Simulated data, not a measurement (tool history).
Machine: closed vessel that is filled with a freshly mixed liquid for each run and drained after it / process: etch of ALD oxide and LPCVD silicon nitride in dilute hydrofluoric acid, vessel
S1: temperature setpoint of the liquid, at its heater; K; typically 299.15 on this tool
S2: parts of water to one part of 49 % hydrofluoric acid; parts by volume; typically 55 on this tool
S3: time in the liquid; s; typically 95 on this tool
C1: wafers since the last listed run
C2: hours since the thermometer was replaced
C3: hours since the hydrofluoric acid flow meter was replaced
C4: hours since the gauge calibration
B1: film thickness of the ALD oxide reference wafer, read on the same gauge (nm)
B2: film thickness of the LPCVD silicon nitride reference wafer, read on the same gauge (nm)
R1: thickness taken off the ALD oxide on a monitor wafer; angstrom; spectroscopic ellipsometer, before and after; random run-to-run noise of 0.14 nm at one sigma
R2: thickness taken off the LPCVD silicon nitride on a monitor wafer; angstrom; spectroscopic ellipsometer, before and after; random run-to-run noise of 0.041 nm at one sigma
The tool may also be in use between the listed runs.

run    hour      S1  S2   S3     C1      C2      C3     C4     B1       B2     R1     R2
  1       0  297.65  55   80      0    1333  1213.5  513.3  50.06  150.021    227   8.52
  2    27.9  297.65  55   80   2869  1360.9  1241.4  541.2     50   149.95  228.6   8.66
  3    64.5  299.15  55   95   3763  1397.5    1278  577.8  50.01  150.025  285.7  11.82
  4   183.6  299.15  55   95  12247  1516.6  1397.1  696.9  49.98  150.002  284.1  11.87
  5   216.1  299.15  55   95   3342  1549.1  1429.6  729.4  49.99   149.96  285.3  10.62
  6   287.1  299.15  55   95   7301  1620.1  1500.6  800.4  49.98  150.052  284.6  11.47
  7   311.9  299.15  55   95   2550  1644.9  1525.4  825.2  49.99  150.004  288.6  11.55
  8   342.4  303.65  70   95   3136  1675.4  1555.9  855.7     50  150.003  263.7  12.51
      365.4  -- hydrofluoric acid flow meter replaced
      384.4  -- thermometer replaced
  9   388.3  299.15  45  130   4514     3.9    22.9  901.6  49.98  149.986  485.6  18.68
 10   413.2  301.65  55   95   2560    28.8    47.8  926.5  49.94  149.994  318.4  14.38
 11   460.9  295.65  80   55   4905    76.5    95.5  974.2  50.03  150.057   96.1   3.54
      476.8  -- gauge calibrated
 12   510.6  297.15  70  110   5110   126.2   145.2   33.8  49.99  150.014  235.3   9.16
 13   561.9  301.65  55   95   5275   177.5   196.5   85.1  50.01  149.994  319.6  14.46
 14   614.9  303.65  70   95   5450   230.5   249.5  138.1  49.97  150.043  262.3  12.29
 15     670  301.65  35  135   5666   285.6   304.6  193.2  50.02  150.025  736.9  30.16
 16   732.6  299.15  55   95   6437   348.2   367.2  255.8  49.98  149.953  284.9  11.25
 17   781.3  299.15  55   95   5008   396.9   415.9  304.5  49.98  150.014  288.8  11.95
 18   816.3  299.15  55   95   3599   431.9   450.9  339.5  50.01  150.042  286.4  11.36
 19   852.7  294.65  55  135   3743   468.3   487.3  375.9  49.99  150.004  337.5  11.97
 20   879.8  294.65  30  115   2786   495.4   514.4    403     50  150.043    546  18.19
 21   943.4  299.15  30   70   6540     559     578  466.6     50   150.03  401.6  15.62
 22     978  296.15  85  115   3558   593.6   612.6  501.2  49.98  149.981  189.1   7.29
 23  1031.3  297.15  40   95   5481   646.9   665.9  554.5  50.02  149.969  368.3  14.23
 24  1086.8  299.15  55   95   5707   702.4   721.4    610  49.93  149.977  287.4  11.43
 25  1150.8  297.15  65  115   6581   766.4   785.4    674     50  149.998  267.1  10.42

Here are 5 independent what-if runs from the current tool condition. What would each one return?
  A  1151.5  299.15  25   95  71  767.1  786.1  674.7   ?   ?   ?   ?
  B  1151.5  299.15  30   95  71  767.1  786.1  674.7   ?   ?   ?   ?
  C  1151.5  297.15  75  130  71  767.1  786.1  674.7   ?   ?   ?   ?
  D  1151.5  297.15  65  120  71  767.1  786.1  674.7   ?   ?   ?   ?
  E  1151.5  295.65  70   70  71  767.1  786.1  674.7   ?   ?   ?   ?

run     B1       B2     R1     R2
  A  49.99  149.982  660.7  24.37
  B  49.99  149.982  546.7  20.44
  C  49.99  149.982  259.5   9.98
  D  49.99  149.982    280   10.6
  E  49.99  149.982  141.8    5.2
What these runs would have given with no unlogged condition in the tool:
run     R1     R2
  A  660.7  24.37
  B  546.7  20.44
  C  259.5   9.98
  D    280   10.6
  E  141.8    5.2
